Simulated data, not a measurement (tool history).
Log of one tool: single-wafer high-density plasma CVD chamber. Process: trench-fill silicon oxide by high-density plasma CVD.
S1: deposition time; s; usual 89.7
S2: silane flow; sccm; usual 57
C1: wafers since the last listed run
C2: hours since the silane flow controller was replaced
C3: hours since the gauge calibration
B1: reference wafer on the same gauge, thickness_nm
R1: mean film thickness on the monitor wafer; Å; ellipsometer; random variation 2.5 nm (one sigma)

{"run": 1, "hour": 0.0, "S1": 96.6, "S2": 57, "C1": 0, "C2": 2283.3, "C3": 770.4, "B1": 499.197, "R1": 5455.38}
{"run": 2, "hour": 54.4, "S1": 89.7, "S2": 57, "C1": 841, "C2": 2337.7, "C3": 824.8, "B1": 499.484, "R1": 5004.19}
{"run": 3, "hour": 106.0, "S1": 89.7, "S2": 57, "C1": 798, "C2": 2389.3, "C3": 876.4, "B1": 498.585, "R1": 4958.89}
{"run": 4, "hour": 204.4, "S1": 89.7, "S2": 57, "C1": 1522, "C2": 2487.7, "C3": 974.8, "B1": 499.077, "R1": 5012.61}
{"run": 5, "hour": 288.1, "S1": 89.7, "S2": 57, "C1": 1295, "C2": 2571.4, "C3": 1058.5, "B1": 498.889, "R1": 4974.29}
{"run": 6, "hour": 336.6, "S1": 89.7, "S2": 57, "C1": 750, "C2": 2619.9, "C3": 1107.0, "B1": 499.03, "R1": 5041.78}
{"run": 7, "hour": 411.0, "S1": 89.7, "S2": 57, "C1": 1151, "C2": 2694.3, "C3": 1181.4, "B1": 499.122, "R1": 5039.56}
{"run": 8, "hour": 499.2, "S1": 82.2, "S2": 63, "C1": 1364, "C2": 2782.5, "C3": 1269.6, "B1": 499.169, "R1": 5111.32}
{"run": 9, "hour": 626.3, "S1": 89.7, "S2": 57, "C1": 1966, "C2": 2909.6, "C3": 1396.7, "B1": 499.257, "R1": 5053.92}
{"run": 10, "hour": 678.5, "S1": 89.7, "S2": 51, "C1": 807, "C2": 2961.8, "C3": 1448.9, "B1": 499.056, "R1": 4502.95}
{"run": 11, "hour": 749.5, "S1": 89.7, "S2": 57, "C1": 1098, "C2": 3032.8, "C3": 1519.9, "B1": 499.784, "R1": 5079.13}
{"run": 12, "hour": 796.7, "S1": 89.7, "S2": 57, "C1": 730, "C2": 3080.0, "C3": 1567.1, "B1": 498.894, "R1": 5103.75}
{"run": 13, "hour": 852.7, "S1": 89.7, "S2": 49, "C1": 866, "C2": 3136.0, "C3": 1623.1, "B1": 499.5, "R1": 4369.79}
{"run": 14, "hour": 915.0, "S1": 89.7, "S2": 57, "C1": 963, "C2": 3198.3, "C3": 1685.4, "B1": 499.438, "R1": 5079.78}
{"run": 15, "hour": 961.5, "S1": 89.7, "S2": 57, "C1": 719, "C2": 3244.8, "C3": 1731.9, "B1": 498.733, "R1": 5121.59}
{"run": 16, "hour": 1023.2, "S1": 78.3, "S2": 57, "C1": 954, "C2": 3306.5, "C3": 1793.6, "B1": 498.322, "R1": 4441.83}
{"run": 17, "hour": 1069.7, "S1": 89.7, "S2": 57, "C1": 719, "C2": 3353.0, "C3": 1840.1, "B1": 498.32, "R1": 5095.75}
{"run": 18, "hour": 1162.4, "S1": 89.7, "S2": 57, "C1": 1434, "C2": 3445.7, "C3": 1932.8, "B1": 498.815, "R1": 5094.53}
{"run": 19, "hour": 1262.7, "S1": 89.7, "S2": 57, "C1": 1551, "C2": 3546.0, "C3": 2033.1, "B1": 499.175, "R1": 5065.71}
{"run": 20, "hour": 1320.5, "S1": 77.2, "S2": 60, "C1": 894, "C2": 3603.8, "C3": 2090.9, "B1": 499.049, "R1": 4655.46}
{"run": 21, "hour": 1423.8, "S1": 95.7, "S2": 57, "C1": 1598, "C2": 3707.1, "C3": 2194.2, "B1": 499.016, "R1": 5428.4}
{"hour": 1433.8, "done": "gauge calibrated"}
{"run": 22, "hour": 1500.8, "S1": 73.8, "S2": 53, "C1": 1191, "C2": 3784.1, "C3": 67.0, "B1": 498.571, "R1": 3906.34}
{"run": 23, "hour": 1603.5, "S1": 74.5, "S2": 57, "C1": 1589, "C2": 3886.8, "C3": 169.7, "B1": 499.655, "R1": 4241.11}
{"run": 24, "hour": 1667.3, "S1": 89.7, "S2": 50, "C1": 987, "C2": 3950.6, "C3": 233.5, "B1": 498.631, "R1": 4501.38}
{"run": 25, "hour": 1760.7, "S1": 89.7, "S2": 49, "C1": 1445, "C2": 4044.0, "C3": 326.9, "B1": 498.578, "R1": 4441.16}
{"run": 26, "hour": 1809.7, "S1": 89.7, "S2": 57, "C1": 758, "C2": 4093.0, "C3": 375.9, "B1": 499.091, "R1": 5193.6}
{"run": 27, "hour": 1878.8, "S1": 79.5, "S2": 57, "C1": 1069, "C2": 4162.1, "C3": 445.0, "B1": 498.604, "R1": 4598.74}
{"run": 28, "hour": 1943.1, "S1": 89.7, "S2": 57, "C1": 994, "C2": 4226.4, "C3": 509.3, "B1": 499.384, "R1": 5175.74}
{"run": 29, "hour": 2010.8, "S1": 99.1, "S2": 57, "C1": 1047, "C2": 4294.1, "C3": 577.0, "B1": 498.898, "R1": 5690.52}
{"run": 30, "hour": 2091.6, "S1": 72.6, "S2": 57, "C1": 1250, "C2": 4374.9, "C3": 657.8, "B1": 498.873, "R1": 4114.12}
{"hour": 2129.6, "done": "silane flow controller replaced"}
{"run": 31, "hour": 2193.0, "S1": 100.7, "S2": 60, "C1": 1445, "C2": 63.4, "C3": 759.2, "B1": 498.676, "R1": 5754.88}
{"run": 32, "hour": 2262.3, "S1": 75.7, "S2": 50, "C1": 1072, "C2": 132.7, "C3": 828.5, "B1": 498.898, "R1": 3593.49}
{"run": 33, "hour": 2350.1, "S1": 103.6, "S2": 46, "C1": 1358, "C2": 220.5, "C3": 916.3, "B1": 498.422, "R1": 4547.39}
{"run": 34, "hour": 2438.7, "S1": 101.8, "S2": 65, "C1": 1370, "C2": 309.1, "C3": 1004.9, "B1": 499.107, "R1": 6298.66}
{"run": 35, "hour": 2532.8, "S1": 83.9, "S2": 62, "C1": 1455, "C2": 403.2, "C3": 1099.0, "B1": 499.374, "R1": 4949.93}
{"run": 36, "hour": 2595.0, "S1": 104.9, "S2": 53, "C1": 962, "C2": 465.4, "C3": 1161.2, "B1": 499.156, "R1": 5324.45}
{"run": 37, "hour": 2645.8, "S1": 102.3, "S2": 47, "C1": 786, "C2": 516.2, "C3": 1212.0, "B1": 499.195, "R1": 4594.73}
{"run": 38, "hour": 2746.9, "S1": 72.4, "S2": 63, "C1": 1564, "C2": 617.3, "C3": 1313.1, "B1": 498.843, "R1": 4387.73}
{"run": 39, "hour": 2792.0, "S1": 89.7, "S2": 57, "C1": 697, "C2": 662.4, "C3": 1358.2, "B1": 498.679, "R1": 4884.34}

The same runs without the tool's hidden state, with the same run-to-run variation:
The hidden state here: delivered silane flow above the setpoint (%); gauge reads high (%).
run=1 R1=5263.33
run=2 R1=4824.60
run=3 R1=4777.70
run=4 R1=4823.26
run=5 R1=4781.17
run=6 R1=4842.97
run=7 R1=4836.15
run=8 R1=4899.39
run=9 R1=4836.38
run=10 R1=4306.21
run=11 R1=4852.75
run=12 R1=4873.29
run=13 R1=4169.45
run=14 R1=4842.99
run=15 R1=4879.92
run=16 R1=4228.86
run=17 R1=4848.51
run=18 R1=4841.57
run=19 R1=4807.97
run=20 R1=4415.30
run=21 R1=5141.54
run=22 R1=3696.25
run=23 R1=4007.74
run=24 R1=4250.22
run=25 R1=4188.35
run=26 R1=4894.88
run=27 R1=4330.42
run=28 R1=4869.75
run=29 R1=5349.48
run=30 R1=3863.58
run=31 R1=5724.63
run=32 R1=3571.26
run=33 R1=4513.92
run=34 R1=6244.85
run=35 R1=4901.45
run=36 R1=5267.90
run=37 R1=4542.84
run=38 R1=4332.30
run=39 R1=4819.72
